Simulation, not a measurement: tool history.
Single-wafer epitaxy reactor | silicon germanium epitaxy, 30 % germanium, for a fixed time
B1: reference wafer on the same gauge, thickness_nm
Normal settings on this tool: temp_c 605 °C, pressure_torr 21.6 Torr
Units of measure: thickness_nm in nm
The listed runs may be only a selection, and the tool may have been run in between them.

run 1 hour=0.0 | temp_c=605 pressure_torr=21.6 | B1=60.080 | thickness_nm=63.487
run 2 hour=25.3 | temp_c=605 pressure_torr=21.6 | B1=59.980 | thickness_nm=63.769
run 3 hour=59.8 | temp_c=605 pressure_torr=21.6 | B1=60.095 | thickness_nm=63.759
run 4 hour=89.7 | temp_c=605 pressure_torr=21.6 | B1=60.160 | thickness_nm=64.286
run 5 hour=122.0 | temp_c=605 pressure_torr=21.6 | B1=60.111 | thickness_nm=64.154
run 6 hour=139.8 | temp_c=605 pressure_torr=21.6 | B1=60.202 | thickness_nm=64.226
run 7 hour=157.4 | temp_c=614 pressure_torr=21.6 | B1=60.198 | thickness_nm=77.006
run 8 hour=172.1 | temp_c=605 pressure_torr=21.6 | B1=60.057 | thickness_nm=64.209
run 9 hour=191.2 | temp_c=602 pressure_torr=25.7 | B1=60.094 | thickness_nm=64.439
run 10 hour=222.1 | temp_c=605 pressure_torr=21.6 | B1=60.175 | thickness_nm=63.149
-- hour=240.4 pyrometer calibrated
run 11 hour=256.9 | temp_c=605 pressure_torr=21.6 | B1=59.985 | thickness_nm=69.676
-- hour=273.8 showerhead replaced
run 12 hour=274.3 | temp_c=605 pressure_torr=21.6 | B1=60.146 | thickness_nm=69.726
run 13 hour=294.2 | temp_c=595 pressure_torr=17.4 | B1=60.124 | thickness_nm=51.062
run 14 hour=318.3 | temp_c=595 pressure_torr=17.4 | B1=60.209 | thickness_nm=50.834
run 15 hour=344.7 | temp_c=595 pressure_torr=17.4 | B1=59.937 | thickness_nm=50.593
run 16 hour=373.0 | temp_c=595 pressure_torr=17.4 | B1=60.056 | thickness_nm=50.475
-- hour=394.3 gauge calibrated
run 17 hour=399.3 | temp_c=605 pressure_torr=23.3 | B1=60.101 | thickness_nm=71.767
run 18 hour=429.2 | temp_c=601 pressure_torr=25.2 | B1=60.077 | thickness_nm=67.640
run 19 hour=462.2 | temp_c=605 pressure_torr=21.6 | B1=60.087 | thickness_nm=67.922
run 20 hour=488.9 | temp_c=605 pressure_torr=21.6 | B1=60.041 | thickness_nm=67.920
run 21 hour=517.6 | temp_c=601 pressure_torr=17.7 | B1=60.033 | thickness_nm=57.079
run 22 hour=532.6 | temp_c=605 pressure_torr=17.7 | B1=60.113 | thickness_nm=61.373
-- hour=560.2 capacitance manometer re-zeroed and calibrated
run 23 hour=564.8 | temp_c=591 pressure_torr=16.7 | B1=60.049 | thickness_nm=44.890
run 24 hour=580.7 | temp_c=605 pressure_torr=18.3 | B1=60.116 | thickness_nm=62.696
run 25 hour=599.6 | temp_c=590 pressure_torr=21.6 | B1=60.024 | thickness_nm=49.328
run 26 hour=631.7 | temp_c=601 pressure_torr=17.7 | B1=60.086 | thickness_nm=55.824
run 27 hour=648.1 | temp_c=599 pressure_torr=26.8 | B1=60.079 | thickness_nm=65.456
run 28 hour=672.0 | temp_c=605 pressure_torr=18.9 | B1=60.144 | thickness_nm=62.914
run 29 hour=687.1 | temp_c=599 pressure_torr=23.8 | B1=60.183 | thickness_nm=61.899
run 30 hour=722.0 | temp_c=612 pressure_torr=17.0 | B1=60.089 | thickness_nm=68.856

Subtracting, for every run, the result it would have given without the tool's unlogged condition from the measured result gives the following. The same run-to-run variation enters both numbers; the gauge's scatter may not:
The tool's hidden condition here consists of: wafer temperature above the value expected at the setpoint (K); true pressure above the setpoint (%); gauge reads high (%).
run=1 thickness_nm=-6.449
run=2 thickness_nm=-6.489
run=3 thickness_nm=-6.503
run=4 thickness_nm=-6.568
run=5 thickness_nm=-6.568
run=6 thickness_nm=-6.582
run=7 thickness_nm=-7.707
run=8 thickness_nm=-6.591
run=9 thickness_nm=-6.676
run=10 thickness_nm=-6.499
run=11 thickness_nm=-0.591
run=12 thickness_nm=-0.750
run=13 thickness_nm=-0.696
run=14 thickness_nm=-0.849
run=15 thickness_nm=-1.011
run=16 thickness_nm=-1.180
run=17 thickness_nm=-1.848
run=18 thickness_nm=-1.985
run=19 thickness_nm=-2.210
run=20 thickness_nm=-2.396
run=21 thickness_nm=-2.199
run=22 thickness_nm=-2.428
run=23 thickness_nm=-1.985
run=24 thickness_nm=-2.762
run=25 thickness_nm=-2.350
run=26 thickness_nm=-2.739
run=27 thickness_nm=-3.322
run=28 thickness_nm=-3.267
run=29 thickness_nm=-3.343
run=30 thickness_nm=-3.778
